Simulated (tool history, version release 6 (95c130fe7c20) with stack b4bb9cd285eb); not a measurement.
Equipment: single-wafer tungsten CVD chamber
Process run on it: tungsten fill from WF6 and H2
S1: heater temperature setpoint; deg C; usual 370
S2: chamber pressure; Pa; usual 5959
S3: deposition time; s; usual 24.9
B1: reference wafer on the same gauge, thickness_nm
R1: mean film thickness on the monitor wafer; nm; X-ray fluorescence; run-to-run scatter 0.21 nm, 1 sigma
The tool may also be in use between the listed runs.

run     day   S1    S2    S3      B1      R1
  1       0  370  5959  24.9  46.659  47.782
  2   1.404  370  5959  24.9   46.58  47.707
  3   3.792  370  5959  24.9  46.583  47.783
  4   6.675  370  5959  24.9  46.639   47.63
  5   9.175  366  5959  28.7  46.582  49.987
  6  11.133  370  5959  24.9  46.704  47.941
  7  15.475  370  5959  24.9  46.556  47.395
  8   21.45  370  5959  24.9  46.598  47.553
  9  22.696  370  5959  24.9  46.597    47.6
 10      24  370  5959  24.9  46.595  47.859
 11  25.908  370  5959  24.9  46.587  47.498
     25.967  -- gauge calibrated
     26.354  -- showerhead replaced
 12  28.404  356  4533  29.6  46.606  35.693
 13  32.562  370  4546  27.8   46.65  47.623
 14  34.892  370  5959  24.9  46.622  47.741
 15  36.525  370  5959  24.9  46.549  47.662
 16  38.167  356  5959  21.4  46.582  29.003
 17  39.283  366  7199  26.5  46.574  49.858
 18  41.417  370  5959  24.9   46.63  47.668
     46.262  -- thermocouple changed; heater temperature recalibrated
     47.662  -- capacitance manometer re-zeroed and calibrated
 19  50.038  364  5959  24.9  46.574  41.562
 20  54.692  374  4773  27.2  46.573  52.239
 21  57.596  376  7319    20  46.593   48.29
 22  60.125  356  4693  24.9  46.614   30.26
 23  68.933  370  5959  24.9  46.623  47.755

Run-by-run hidden state of the tool:
wafer temperature above the value expected at the setpoint (K): 0 across all the runs
true pressure above the setpoint (%): 0 across all the runs
gauge reads high (%): 0 across all the runs
